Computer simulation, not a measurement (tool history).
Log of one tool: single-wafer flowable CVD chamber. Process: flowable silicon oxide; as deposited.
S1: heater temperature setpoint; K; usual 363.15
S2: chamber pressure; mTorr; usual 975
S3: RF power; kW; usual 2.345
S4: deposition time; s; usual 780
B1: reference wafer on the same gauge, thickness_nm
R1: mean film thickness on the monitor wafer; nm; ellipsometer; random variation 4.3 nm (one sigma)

run   hour      S1    S2     S3   S4       B1        R1
  1      0  363.15   975  2.715  780  763.202   729.352
  2     32  363.15   975  2.715  780  764.292   727.598
  3   45.3  363.15   824   2.11  780  764.847   635.191
  4   68.1  363.15   824   2.11  780  761.157   635.273
  5  122.1  368.15   975  2.345  780  763.135   587.715
  6  135.8  368.15   975  2.345  780  762.826   589.201
  7  159.4  363.15  1097   2.16  780  762.311   760.154
  8  183.1  376.15   975    1.9  780  762.147   423.218
     240.6  -- showerhead replaced
  9  259.4  363.15  1137  2.345  780  763.151   790.983
     295.3  -- gauge calibrated
 10  312.4  363.15   975  1.965  888  763.564   786.978
 11  333.1  363.15   975  2.345  780  762.879   711.846
 12    361  358.15  1129  2.225  874  761.905  1047.989
 13  374.8  375.15   975  2.345  866  764.073   505.873
 14  409.8  375.15  1146  2.345  662  763.964   425.719
 15  428.3  363.15   975  2.345  780  763.834   714.644
 16  443.3  363.15   905   2.15  661  763.523   572.434
     451.3  -- RF generator calibrated
 17  478.7  363.15   896    2.2  702  761.809   604.083
 18    495  356.15   877  2.345  780  763.668   854.044
 19    532  376.15   867   1.91  703  763.077   350.954
     547.5  -- capacitance manometer re-zeroed and calibrated
       551  -- thermocouple changed; heater temperature recalibrated
 20  551.5  363.15   975   2.59  780  763.346   827.785
 21  570.2  377.15   975  2.345  780  762.135   480.382
 22  586.9  363.15   857  2.345  701  762.072   672.127
 23  610.1  363.15   975  2.345  780   764.25   805.938
 24  635.6  363.15   975  2.345  780    763.2     802.2
 25  669.8  363.15   975  2.345  780  763.238   803.025
 26  697.1  363.15   975  2.345  780  761.968   791.928
 27  791.5  357.15   975  2.115  730  764.071   894.331
 28  803.6  363.15   975  2.345  780  763.551   790.014
 29    819  372.15  1060   1.96  780  762.335   570.862

3 ways to go on from here, each from the tool as it stands after run 29. What would each give?
  A  819.6  363.15   975  2.345  780   ?   ?
  B  819.6  353.15  1214  2.345  720   ?   ?
  C  819.6  352.15   864  2.345  780   ?   ?

run       B1        R1
  A  762.623   782.695
  B  762.623  1166.466
  C  762.623   1057.51
Without the tool's hidden state the same runs would have given:
run        R1
  A   809.319
  B  1196.162
  C   1084.61
